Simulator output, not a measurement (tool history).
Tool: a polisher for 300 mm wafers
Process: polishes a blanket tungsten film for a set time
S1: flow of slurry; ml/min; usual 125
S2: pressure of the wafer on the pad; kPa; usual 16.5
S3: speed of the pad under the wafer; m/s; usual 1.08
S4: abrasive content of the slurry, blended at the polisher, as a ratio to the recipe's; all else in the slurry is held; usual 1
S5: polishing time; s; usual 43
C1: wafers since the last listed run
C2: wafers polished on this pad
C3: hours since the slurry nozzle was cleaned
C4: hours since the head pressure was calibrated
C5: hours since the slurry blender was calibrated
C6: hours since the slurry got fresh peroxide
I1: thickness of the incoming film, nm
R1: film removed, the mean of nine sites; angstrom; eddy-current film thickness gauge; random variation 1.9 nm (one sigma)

| run | hour | S1 | S2 | S3 | S4 | S5 | C1 | C2 | C3 | C4 | C5 | C6 | I1 | R1 |
|---|---|---|---|---|---|---|---|---|---|---|---|---|---|---|
| 1 | 0 | 125 | 16.5 | 0.78 | 1 | 43 | 0 | 4111 | 548.7 | 932.4 | 296 | 94.9 | 785 | 913 |
|  | 43.6 | worn pad replaced by a new one |
|  | 66.1 | slurry blender recalibrated |
| 2 | 76 | 125 | 16.5 | 1.08 | 1 | 43 | 979 | 425 | 624.7 | 1008.4 | 9.9 | 170.9 | 778.2 | 1245 |
| 3 | 140.7 | 125 | 16.5 | 1.08 | 1 | 43 | 905 | 1330 | 689.4 | 1073.1 | 74.6 | 235.6 | 782.2 | 1268 |
| 4 | 192.4 | 125 | 16.5 | 1.08 | 1 | 43 | 723 | 2054 | 741.1 | 1124.8 | 126.3 | 287.3 | 790.6 | 1287 |
|  | 201.8 | head pressure recalibrated |
|  | 216.9 | slurry tank refilled with fresh slurry and peroxide |
|  | 227.4 | slurry nozzle cleaned |
| 5 | 271.3 | 125 | 16.5 | 1.08 | 1 | 43 | 1048 | 3102 | 43.9 | 69.5 | 205.2 | 54.4 | 773.1 | 1262 |
| 6 | 316.2 | 125 | 16.5 | 1.08 | 1 | 43 | 628 | 3731 | 88.8 | 114.4 | 250.1 | 99.3 | 764.4 | 1267 |
| 7 | 389.3 | 125 | 16.5 | 1.08 | 1 | 43 | 1023 | 4754 | 161.9 | 187.5 | 323.2 | 172.4 | 774.8 | 1296 |
|  | 446.7 | worn pad replaced by a new one |
|  | 468.6 | slurry blender recalibrated |
| 8 | 488.2 | 125 | 16.5 | 1.08 | 1 | 43 | 1300 | 553 | 260.8 | 286.4 | 19.6 | 271.3 | 771.3 | 1293 |
|  | 605.5 | slurry tank refilled with fresh slurry and peroxide |
|  | 751.5 | worn pad replaced by a new one |
|  | 782.6 | slurry blender recalibrated |
| 9 | 790.9 | 125 | 16.5 | 1.08 | 1 | 43 | 4138 | 522 | 563.5 | 589.1 | 8.3 | 185.4 | 789 | 1277 |
| 10 | 871.4 | 125 | 16.5 | 1.08 | 0.95 | 43 | 1126 | 1649 | 644 | 669.6 | 88.8 | 265.9 | 784.2 | 1270 |
|  | 924.1 | slurry tank refilled with fresh slurry and peroxide |
| 11 | 924.5 | 125 | 18.6 | 0.98 | 1 | 32 | 729 | 2378 | 697.1 | 722.7 | 141.9 | 0.4 | 789.1 | 968 |
|  | 942.6 | slurry nozzle cleaned |
| 12 | 987.7 | 125 | 16.5 | 1.08 | 1 | 43 | 870 | 3249 | 45.1 | 785.9 | 205.1 | 63.6 | 769.6 | 1260 |
|  | 1056.3 | worn pad replaced by a new one |
| 13 | 1090.7 | 125 | 16.5 | 1.08 | 1 | 50 | 1385 | 481 | 148.1 | 888.9 | 308.1 | 166.6 | 775.5 | 1467 |
| 14 | 1148.7 | 125 | 12.4 | 1.08 | 1.15 | 30 | 811 | 1293 | 206.1 | 946.9 | 366.1 | 224.6 | 794.7 | 740 |
|  | 1151.8 | slurry blender recalibrated |
|  | 1175.5 | head pressure recalibrated |
|  | 1294.1 | slurry tank refilled with fresh slurry and peroxide |
| 15 | 1317.2 | 125 | 11.7 | 1.08 | 1.3 | 53 | 2288 | 3581 | 374.6 | 141.7 | 165.4 | 23.1 | 788.4 | 1283 |
| 16 | 1382.2 | 125 | 20 | 1.08 | 1 | 43 | 909 | 4491 | 439.6 | 206.7 | 230.4 | 88.1 | 765.5 | 1535 |
|  | 1409 | worn pad replaced by a new one |
| 17 | 1427.4 | 150 | 14.5 | 0.98 | 1.2 | 43 | 576 | 257 | 484.8 | 251.9 | 275.6 | 133.3 | 783.2 | 1135 |
|  | 1486 | slurry blender recalibrated |
| 18 | 1596.5 | 125 | 16.5 | 1.08 | 1 | 43 | 2338 | 2595 | 653.9 | 421 | 110.5 | 302.4 | 783.5 | 1225 |
| 19 | 1663 | 125 | 16.5 | 1.08 | 1 | 43 | 930 | 3526 | 720.4 | 487.5 | 177 | 368.9 | 792.1 | 1231 |
|  | 1692.2 | slurry tank refilled with fresh slurry and peroxide |
|  | 1713.2 | slurry nozzle cleaned |
|  | 1734.8 | worn pad replaced by a new one |
| 20 | 1736.1 | 145 | 16.5 | 1.08 | 0.85 | 43 | 939 | 18 | 22.9 | 560.6 | 250.1 | 43.9 | 770 | 1229 |
| 21 | 1789 | 125 | 16.5 | 1.08 | 1 | 43 | 740 | 759 | 75.8 | 613.5 | 303 | 96.8 | 793.4 | 1301 |

3 ways to go on from here, each from the tool as it stands after run 21. What would each give?
| A | 1789.4 | 125 | 16.5 | 1.32 | 1 | 43 | 5 | 764 | 76.2 | 613.9 | 303.4 | 97.2 | 788.3 | ? |
| B | 1789.4 | 125 | 12.4 | 1.08 | 1.15 | 43 | 5 | 764 | 76.2 | 613.9 | 303.4 | 97.2 | 788.3 | ? |
| C | 1789.4 | 125 | 20.7 | 1.08 | 1 | 43 | 5 | 764 | 76.2 | 613.9 | 303.4 | 97.2 | 788.3 | ? |

| run | R1 |
|---|---|
| A | 1531 |
| B | 1044 |
| C | 1506 |
Without the tool's hidden state the same runs would have given:
| run | R1 |
|---|---|
| A | 1531 |
| B | 1044 |
| C | 1506 |
